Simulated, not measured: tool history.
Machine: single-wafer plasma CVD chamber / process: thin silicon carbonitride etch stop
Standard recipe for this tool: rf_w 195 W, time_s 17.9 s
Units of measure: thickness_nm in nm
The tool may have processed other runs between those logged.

| run | hour | rf_w | time_s | wafers since the last listed run | hours since the last thermocouple change | hours since the last RF generator calibration | hours since the showerhead was replaced | hours since the gauge calibration | read-back reference wafer on the same gauge, thickness_nm | thickness_nm |
|---|---|---|---|---|---|---|---|---|---|---|
| 1 | 0.0 | 195 | 17.9 | 0 | 2040.1 | 945.6 | 4068.5 | 963.8 | 10.019 | 9.415 |
| 2 | 14.4 | 195 | 17.9 | 404 | 2054.5 | 960.0 | 4082.9 | 978.2 | 10.026 | 9.399 |
| 3 | 30.3 | 195 | 17.9 | 446 | 2070.4 | 975.9 | 4098.8 | 994.1 | 10.020 | 9.404 |
| 4 | 81.7 | 195 | 17.9 | 1443 | 2121.8 | 1027.3 | 4150.2 | 1045.5 | 10.024 | 9.426 |
|  | 110.5 | gauge calibrated |
|  | 118.2 | RF generator calibrated |
|  | 121.5 | showerhead replaced |
| 5 | 122.0 | 195 | 17.9 | 813 | 2162.1 | 3.8 | 0.5 | 11.5 | 10.019 | 9.575 |
| 6 | 132.6 | 195 | 17.9 | 297 | 2172.7 | 14.4 | 11.1 | 22.1 | 10.013 | 9.600 |
| 7 | 202.0 | 195 | 17.9 | 1948 | 2242.1 | 83.8 | 80.5 | 91.5 | 10.021 | 9.551 |
| 8 | 226.5 | 195 | 17.9 | 687 | 2266.6 | 108.3 | 105.0 | 116.0 | 10.022 | 9.547 |
| 9 | 251.4 | 220 | 17.9 | 699 | 2291.5 | 133.2 | 129.9 | 140.9 | 10.018 | 9.801 |
| 10 | 277.7 | 220 | 17.9 | 738 | 2317.8 | 159.5 | 156.2 | 167.2 | 10.020 | 9.819 |
| 11 | 312.7 | 220 | 17.9 | 982 | 2352.8 | 194.5 | 191.2 | 202.2 | 10.028 | 9.865 |
| 12 | 341.8 | 210 | 17.9 | 817 | 2381.9 | 223.6 | 220.3 | 231.3 | 10.014 | 9.756 |
| 13 | 355.9 | 210 | 17.9 | 395 | 2396.0 | 237.7 | 234.4 | 245.4 | 10.018 | 9.706 |
| 14 | 382.3 | 165 | 19.9 | 741 | 2422.4 | 264.1 | 260.8 | 271.8 | 10.020 | 10.206 |
| 15 | 430.8 | 195 | 17.9 | 1361 | 2470.9 | 312.6 | 309.3 | 320.3 | 10.018 | 9.537 |
| 16 | 465.1 | 195 | 14.3 | 963 | 2505.2 | 346.9 | 343.6 | 354.6 | 10.020 | 7.627 |
| 17 | 480.0 | 230 | 15.4 | 418 | 2520.1 | 361.8 | 358.5 | 369.5 | 10.021 | 8.475 |
| 18 | 494.2 | 195 | 15.3 | 398 | 2534.3 | 376.0 | 372.7 | 383.7 | 10.020 | 8.115 |
| 19 | 527.2 | 185 | 20.5 | 926 | 2567.3 | 409.0 | 405.7 | 416.7 | 10.023 | 10.773 |
| 20 | 550.1 | 215 | 16.3 | 642 | 2590.2 | 431.9 | 428.6 | 439.6 | 10.020 | 8.874 |
| 21 | 571.4 | 175 | 16.5 | 598 | 2611.5 | 453.2 | 449.9 | 460.9 | 10.018 | 8.544 |
| 22 | 598.6 | 175 | 14.4 | 763 | 2638.7 | 480.4 | 477.1 | 488.1 | 10.020 | 7.448 |
|  | 620.4 | thermocouple changed; heater temperature recalibrated |
| 23 | 620.9 | 195 | 17.9 | 401 | 0.5 | 502.7 | 499.4 | 510.4 | 10.022 | 9.464 |
| 24 | 643.6 | 155 | 17.9 | 637 | 23.2 | 525.4 | 522.1 | 533.1 | 10.015 | 9.002 |
| 25 | 661.1 | 195 | 20.4 | 491 | 40.7 | 542.9 | 539.6 | 550.6 | 10.022 | 10.821 |
| 26 | 688.1 | 220 | 14.9 | 758 | 67.7 | 569.9 | 566.6 | 577.6 | 10.020 | 8.127 |
| 27 | 709.4 | 225 | 17.9 | 598 | 89.0 | 591.2 | 587.9 | 598.9 | 10.016 | 9.861 |
| 28 | 722.0 | 230 | 20.5 | 353 | 101.6 | 603.8 | 600.5 | 611.5 | 10.018 | 11.315 |
| 29 | 735.6 | 225 | 19.8 | 381 | 115.2 | 617.4 | 614.1 | 625.1 | 10.023 | 10.855 |
| 30 | 774.6 | 185 | 19.9 | 1095 | 154.2 | 656.4 | 653.1 | 664.1 | 10.019 | 10.390 |
| 31 | 806.1 | 220 | 17.9 | 884 | 185.7 | 687.9 | 684.6 | 695.6 | 10.017 | 9.728 |
| 32 | 818.9 | 175 | 19.1 | 359 | 198.5 | 700.7 | 697.4 | 708.4 | 10.021 | 9.880 |
| 33 | 853.3 | 220 | 15.9 | 965 | 232.9 | 735.1 | 731.8 | 742.8 | 10.019 | 8.587 |
| 34 | 873.7 | 225 | 19.0 | 572 | 253.3 | 755.5 | 752.2 | 763.2 | 10.021 | 10.379 |
| 35 | 908.8 | 185 | 19.9 | 985 | 288.4 | 790.6 | 787.3 | 798.3 | 10.019 | 10.341 |

Each row is a separate what-if for the run after 35, all from the same tool condition, not one after another. Results?
| A | 909.2 | 195 | 17.9 | 11 | 288.8 | 791.0 | 787.7 | 798.7 | ? | ? |
| B | 909.2 | 170 | 17.9 | 11 | 288.8 | 791.0 | 787.7 | 798.7 | ? | ? |
| C | 909.2 | 175 | 14.9 | 11 | 288.8 | 791.0 | 787.7 | 798.7 | ? | ? |
| D | 909.2 | 205 | 14.5 | 11 | 288.8 | 791.0 | 787.7 | 798.7 | ? | ? |
| E | 909.2 | 180 | 16.2 | 11 | 288.8 | 791.0 | 787.7 | 798.7 | ? | ? |

| run | read-back reference wafer on the same gauge, thickness_nm | thickness_nm |
|---|---|---|
| A | 10.019 | 9.421 |
| B | 10.019 | 9.141 |
| C | 10.019 | 7.657 |
| D | 10.019 | 7.718 |
| E | 10.019 | 8.376 |
What these runs would have given with no unlogged condition in the tool:
| run | thickness_nm |
|---|---|
| A | 9.546 |
| B | 9.263 |
| C | 7.759 |
| D | 7.820 |
| E | 8.488 |
